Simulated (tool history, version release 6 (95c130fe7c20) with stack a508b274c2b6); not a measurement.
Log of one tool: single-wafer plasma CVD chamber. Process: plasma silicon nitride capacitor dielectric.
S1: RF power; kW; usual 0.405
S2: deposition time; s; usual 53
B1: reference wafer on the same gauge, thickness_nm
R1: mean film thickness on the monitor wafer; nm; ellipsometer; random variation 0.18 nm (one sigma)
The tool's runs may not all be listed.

| run | hour | S1 | S2 | B1 | R1 |
|---|---|---|---|---|---|
| 1 | 0 | 0.35 | 53 | 81.758 | 73.592 |
| 2 | 35.8 | 0.405 | 58 | 81.676 | 82.458 |
| 3 | 87.2 | 0.405 | 53 | 81.739 | 75.396 |
| 4 | 118.7 | 0.405 | 53 | 81.693 | 74.901 |
| 5 | 181.6 | 0.405 | 53 | 81.687 | 75.181 |
| 6 | 217.2 | 0.405 | 53 | 81.727 | 75.526 |
| 7 | 288.4 | 0.405 | 53 | 81.687 | 75.22 |
| 8 | 351.8 | 0.405 | 53 | 81.704 | 74.847 |
| 9 | 384.6 | 0.405 | 55.9 | 81.678 | 78.795 |
| 10 | 412.3 | 0.405 | 53 | 81.761 | 75.001 |
| 11 | 441.8 | 0.405 | 53 | 81.693 | 74.623 |
| 12 | 505.5 | 0.405 | 53 | 81.734 | 74.75 |
| 13 | 571.1 | 0.405 | 53 | 81.648 | 75.137 |
| 14 | 629.8 | 0.405 | 53 | 81.662 | 74.806 |
| 15 | 680.2 | 0.45 | 57.9 | 81.693 | 83.349 |
| 16 | 706 | 0.45 | 57.9 | 81.684 | 83.26 |
| 17 | 745.1 | 0.36 | 45.5 | 81.669 | 62.654 |
| 18 | 810.2 | 0.425 | 56.7 | 81.749 | 80.438 |
| 19 | 863.7 | 0.345 | 53 | 81.706 | 72.531 |
| 20 | 902.2 | 0.485 | 45.5 | 81.665 | 66.194 |
| 21 | 962.2 | 0.355 | 47 | 81.624 | 65.512 |
| 22 | 998.1 | 0.36 | 59.5 | 81.713 | 83.208 |
| 23 | 1045.4 | 0.34 | 42.4 | 81.737 | 58.427 |
| 24 | 1093.2 | 0.405 | 59 | 81.701 | 84.409 |
| 25 | 1126.5 | 0.405 | 59.9 | 81.732 | 85.646 |
| 26 | 1156 | 0.43 | 46.2 | 81.741 | 66.979 |
| 27 | 1225.3 | 0.48 | 62.4 | 81.761 | 92.012 |
| 28 | 1261.1 | 0.475 | 53 | 81.72 | 78.152 |
| 29 | 1331.2 | 0.405 | 53 | 81.702 | 75.58 |
| 30 | 1390.5 | 0.405 | 53 | 81.646 | 75.598 |
| 31 | 1435 | 0.465 | 49.1 | 81.701 | 72.133 |
| 32 | 1475.1 | 0.405 | 53 | 81.718 | 75.597 |
| 33 | 1543.4 | 0.33 | 43.1 | 81.735 | 59.205 |
| 34 | 1578 | 0.405 | 42.9 | 81.747 | 61.297 |
| 35 | 1602.2 | 0.435 | 53 | 81.714 | 76.714 |
| 36 | 1690.6 | 0.405 | 43.5 | 81.681 | 62.08 |
| 37 | 1727.9 | 0.405 | 53 | 81.653 | 75.48 |
| 38 | 1765.2 | 0.445 | 57.5 | 81.628 | 83.347 |

Not shown: 3 entries that the log had between the listed runs. Between which runs, and how does the tool's hidden state differ before and after?
Between runs 20 and 21: RF generator calibrated (hour 930.2); showerhead replaced (hour 961.7)
  delivered RF power above the setpoint (%): -9.41 -> -0.918
  measured less the result without the state, R1: -1.225 -> -0.114 nm
Between runs 23 and 24: gauge calibrated (hour 1071)
  delivered RF power above the setpoint (%): -0.935 -> -0.952
  measured less the result without the state, R1: -0.103 -> -0.153 nm

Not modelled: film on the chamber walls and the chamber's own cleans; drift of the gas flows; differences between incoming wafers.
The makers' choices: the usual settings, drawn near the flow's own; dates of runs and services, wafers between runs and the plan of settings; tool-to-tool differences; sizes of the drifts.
